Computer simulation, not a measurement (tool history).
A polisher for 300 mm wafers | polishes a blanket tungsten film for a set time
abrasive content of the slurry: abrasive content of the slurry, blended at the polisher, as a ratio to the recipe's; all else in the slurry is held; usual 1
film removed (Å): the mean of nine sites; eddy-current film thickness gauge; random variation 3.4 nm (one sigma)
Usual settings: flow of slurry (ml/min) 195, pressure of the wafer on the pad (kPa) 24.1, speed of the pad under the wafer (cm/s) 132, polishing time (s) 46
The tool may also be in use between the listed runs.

| run | hour | flow of slurry (ml/min) | pressure of the wafer on the pad (kPa) | speed of the pad under the wafer (cm/s) | abrasive content of the slurry | polishing time (s) | wafers since the last listed run | wafers polished on this pad | hours since the slurry nozzle was cleaned | hours since the head pressure was calibrated | hours since the slurry blender was calibrated | hours since the slurry got fresh peroxide | incoming thickness of the incoming film, nm | film removed (Å) |
|---|---|---|---|---|---|---|---|---|---|---|---|---|---|---|
| 1 | 0 | 195 | 24.1 | 132 | 1 | 46 | 0 | 567 | 306.9 | 402.3 | 228.7 | 27.7 | 780.4 | 2182 |
|  | 62.9 | slurry nozzle cleaned |
| 2 | 83.1 | 215 | 24.1 | 132 | 1 | 46 | 534 | 1102 | 20.2 | 485.4 | 311.8 | 110.8 | 783.2 | 2249 |
|  | 96 | slurry tank refilled with fresh slurry and peroxide |
| 3 | 101.9 | 215 | 24.1 | 132 | 1 | 46 | 115 | 1217 | 39 | 504.2 | 330.6 | 5.9 | 770 | 2209 |
| 4 | 129.4 | 215 | 24.1 | 132 | 1 | 46 | 178 | 1396 | 66.5 | 531.7 | 358.1 | 33.4 | 773.3 | 2205 |
|  | 151.6 | worn pad replaced by a new one |
| 5 | 195.4 | 195 | 24.1 | 144 | 1 | 46 | 403 | 284 | 132.5 | 597.7 | 424.1 | 99.4 | 777.6 | 2299 |
|  | 203.3 | slurry blender recalibrated |
| 6 | 207.7 | 195 | 24.1 | 144 | 1 | 46 | 67 | 351 | 144.8 | 610 | 4.4 | 111.7 | 772 | 2545 |
|  | 219.7 | slurry tank refilled with fresh slurry and peroxide |
| 7 | 226.3 | 195 | 24.1 | 132 | 0.8 | 46 | 114 | 466 | 163.4 | 628.6 | 23 | 6.6 | 777.9 | 2247 |
| 8 | 255.5 | 195 | 24.1 | 132 | 0.8 | 46 | 189 | 656 | 192.6 | 657.8 | 52.2 | 35.8 | 766.6 | 2279 |
|  | 268.3 | head pressure recalibrated |
| 9 | 288.6 | 195 | 24.1 | 132 | 0.8 | 46 | 202 | 858 | 225.7 | 20.3 | 85.3 | 68.9 | 777.3 | 2183 |
| 10 | 301.6 | 195 | 24.1 | 132 | 1 | 58 | 84 | 943 | 238.7 | 33.3 | 98.3 | 81.9 | 762.1 | 2841 |
| 11 | 323.1 | 195 | 24.1 | 116 | 1 | 46 | 139 | 1083 | 260.2 | 54.8 | 119.8 | 103.4 | 781.4 | 2037 |
|  | 325.3 | slurry tank refilled with fresh slurry and peroxide |
| 12 | 353.2 | 170 | 24.1 | 118 | 1.25 | 46 | 189 | 1272 | 290.3 | 84.9 | 149.9 | 27.9 | 777.6 | 2117 |
| 13 | 378.5 | 195 | 24.1 | 132 | 1 | 46 | 164 | 1437 | 315.6 | 110.2 | 175.2 | 53.2 | 758.7 | 2271 |
|  | 386.1 | slurry nozzle cleaned |
| 14 | 398.9 | 195 | 24.1 | 132 | 1 | 30 | 126 | 1563 | 12.8 | 130.6 | 195.6 | 73.6 | 759.3 | 1477 |
|  | 404.2 | worn pad replaced by a new one, of another model than before |
|  | 420.3 | slurry tank refilled with fresh slurry and peroxide |
| 15 | 429.4 | 195 | 24.1 | 158 | 0.85 | 46 | 165 | 157 | 43.3 | 161.1 | 226.1 | 9.1 | 779.1 | 2637 |
| 16 | 442.6 | 195 | 24.1 | 116 | 1 | 46 | 85 | 243 | 56.5 | 174.3 | 239.3 | 22.3 | 772.4 | 1978 |
| 17 | 466.3 | 195 | 24.1 | 112 | 1 | 46 | 154 | 397 | 80.2 | 198 | 263 | 46 | 777.2 | 1851 |
| 18 | 480 | 260 | 18.6 | 132 | 1.2 | 35 | 89 | 486 | 93.9 | 211.7 | 276.7 | 59.7 | 772.1 | 1447 |
| 19 | 500.6 | 195 | 24.1 | 132 | 1 | 46 | 134 | 620 | 114.5 | 232.3 | 297.3 | 80.3 | 767.6 | 2216 |
| 20 | 522.1 | 195 | 24.1 | 132 | 1 | 46 | 139 | 760 | 136 | 253.8 | 318.8 | 101.8 | 766.9 | 2243 |
| 21 | 536.8 | 195 | 24.1 | 110 | 0.85 | 36 | 95 | 856 | 150.7 | 268.5 | 333.5 | 116.5 | 769.7 | 1375 |
|  | 546.6 | slurry tank refilled with fresh slurry and peroxide |
| 22 | 554.5 | 250 | 28.3 | 132 | 1 | 46 | 108 | 965 | 168.4 | 286.2 | 351.2 | 7.9 | 756.1 | 2529 |

Hidden state or all else? Some run-to-run changes of film removed (Å), split into what the settings, what came in and random variation would give without the hidden state, and what is left for the hidden state (with any gauge scatter that isn't in both results):
The hidden state here: removal rate lost through wear of the pad, %; slurry flow missing at the pad, %; deviation of the head's pressure from its setpoint, %; abrasive missing from the slurry, %; peroxide lost from the slurry, %.
Run 5 -> 6: slurry blender recalibrated. film removed (Å) +246: hidden state +198, all else +48.
Run 14 -> 15: speed of the pad under the wafer (cm/s) 132 -> 158, abrasive content of the slurry 1 -> 0.85, polishing time (s) 30 -> 46, worn pad replaced by a new one, of another model than before, slurry tank refilled with fresh slurry and peroxide. film removed (Å) +1160: hidden state -87, all else +1247.
Run 21 -> 22: flow of slurry (ml/min) 195 -> 250, pressure of the wafer on the pad (kPa) 24.1 -> 28.3, speed of the pad under the wafer (cm/s) 110 -> 132, abrasive content of the slurry 0.85 -> 1, polishing time (s) 36 -> 46, slurry tank refilled with fresh slurry and peroxide. film removed (Å) +1154: hidden state -100, all else +1254.
